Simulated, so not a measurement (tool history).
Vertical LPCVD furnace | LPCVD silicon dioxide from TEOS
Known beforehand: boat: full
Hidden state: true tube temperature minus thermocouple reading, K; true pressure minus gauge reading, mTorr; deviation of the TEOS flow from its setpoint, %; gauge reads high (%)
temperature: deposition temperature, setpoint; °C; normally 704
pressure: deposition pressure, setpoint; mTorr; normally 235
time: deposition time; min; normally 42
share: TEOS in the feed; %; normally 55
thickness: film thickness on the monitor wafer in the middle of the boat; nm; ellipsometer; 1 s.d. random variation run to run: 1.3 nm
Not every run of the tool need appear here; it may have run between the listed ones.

run	hour	temperature	pressure	time	share	wafers since the last listed run	hours since the last temperature calibration	hours since the pressure gauge was zeroed	hours since the TEOS flow controller was replaced	hours since the gauge calibration	read-back reference wafer on the same gauge, thickness	thickness
1	0	698	235	42	61	0	1542.5	1858.3	3160.8	647.7	239.79	249.21
2	55.6	704	220	42	55	954	1598.1	1913.9	3216.4	703.3	240.33	265.2
3	114.4	704	220	42	55	1009	1656.9	1972.7	3275.2	762.1	240.37	265.33
4	156.8	704	220	42	55	728	1699.3	2015.1	3317.6	804.5	240.12	266.83
5	218.9	704	235	42	58	1066	1761.4	2077.2	3379.7	866.6	239.96	281.75
6	283	704	235	42	58	1100	1825.5	2141.3	3443.8	930.7	240.57	281.39
7	311.5	704	235	30.5	55	489	1854	2169.8	3472.3	959.2	240.16	199.91
8	370.1	704	235	30.5	55	1006	1912.6	2228.4	3530.9	1017.8	240.36	199.19
9	414.4	704	235	42	55	760	1956.9	2272.7	3575.2	1062.1	239.91	275.65
10	485.9	704	235	42	55	1227	2028.4	2344.2	3646.7	1133.6	239.97	274.18
# hour 572.8: pressure gauge zeroed
11	573.3	704	235	42	55	1088	2115.8	0.5	3734.1	1221	240.47	272.78
12	615.7	704	235	42	55	728	2158.2	42.9	3776.5	1263.4	240.33	271.94
13	664.8	699	280	27	45	843	2207.3	92	3825.6	1312.5	240.08	153.29
14	711.1	710	235	42	55	795	2253.6	138.3	3871.9	1358.8	239.79	310.76
# hour 743.6: TEOS flow controller replaced
15	752.3	708	215	48.5	66	295	2294.8	179.5	8.7	1400	240.3	357.29
16	818.2	697	195	53.5	55	1131	2360.7	245.4	74.6	1465.9	239.98	265.26
17	952.8	695	235	42	55	2311	2495.3	380	209.2	1600.5	239.84	220.39
18	1003.9	704	235	42	55	877	2546.4	431.1	260.3	1651.6	239.84	274.28
19	1075.9	704	235	28	55	1236	2618.4	503.1	332.3	1723.6	239.98	181.18
20	1126	704	175	35.5	55	860	2668.5	553.2	382.4	1773.7	240.26	196.93
# hour 1189: gauge calibrated
21	1196.7	704	205	42	55	1214	2739.2	623.9	453.1	7.7	240.1	251.31
# hour 1243.5: thermocouples replaced and temperature profile calibrated
22	1260.1	704	235	42	55	676	16.6	687.3	516.5	71.1	239.87	270.78
23	1309.7	704	235	51	58	851	66.2	736.9	566.1	120.7	239.65	337.51
24	1389.9	704	235	42	55	1377	146.4	817.1	646.3	200.9	240.25	274.14
25	1426	704	235	54.5	55	619	182.5	853.2	682.4	237	239.71	353.64
26	1453.2	714	185	57	45	467	209.7	880.4	709.6	264.2	240.08	369.73
27	1508.6	714	275	47	47	951	265.1	935.8	765	319.6	239.96	382.66
28	1640.1	704	235	34	55	2258	396.6	1067.3	896.5	451.1	239.93	221.42
29	1695.5	700	215	29.5	55	951	452	1122.7	951.9	506.5	239.6	166.93
30	1732.4	699	200	42	55	633	488.9	1159.6	988.8	543.4	239.42	225.23
31	1799.3	704	210	42	55	1148	555.8	1226.5	1055.7	610.3	240.19	255.34
32	1850.9	696	270	28	66	886	607.4	1278.1	1107.3	661.9	239.77	176.55

What if the next run were any one of these 3? Each begins from the tool's condition after run 32:
A	1855	704	180	42	55	70	611.5	1282.2	1111.4	666	?	?
B	1855	715	260	42	55	70	611.5	1282.2	1111.4	666	?	?
C	1855	695	235	58	49	70	611.5	1282.2	1111.4	666	?	?

run	read-back reference wafer on the same gauge, thickness	thickness
A	240.19	240.03
B	240.19	370.11
C	240.19	289.53
Had the tool no hidden state, the same runs would have come out as:
run	thickness
A	238.7
B	368.69
C	288.3
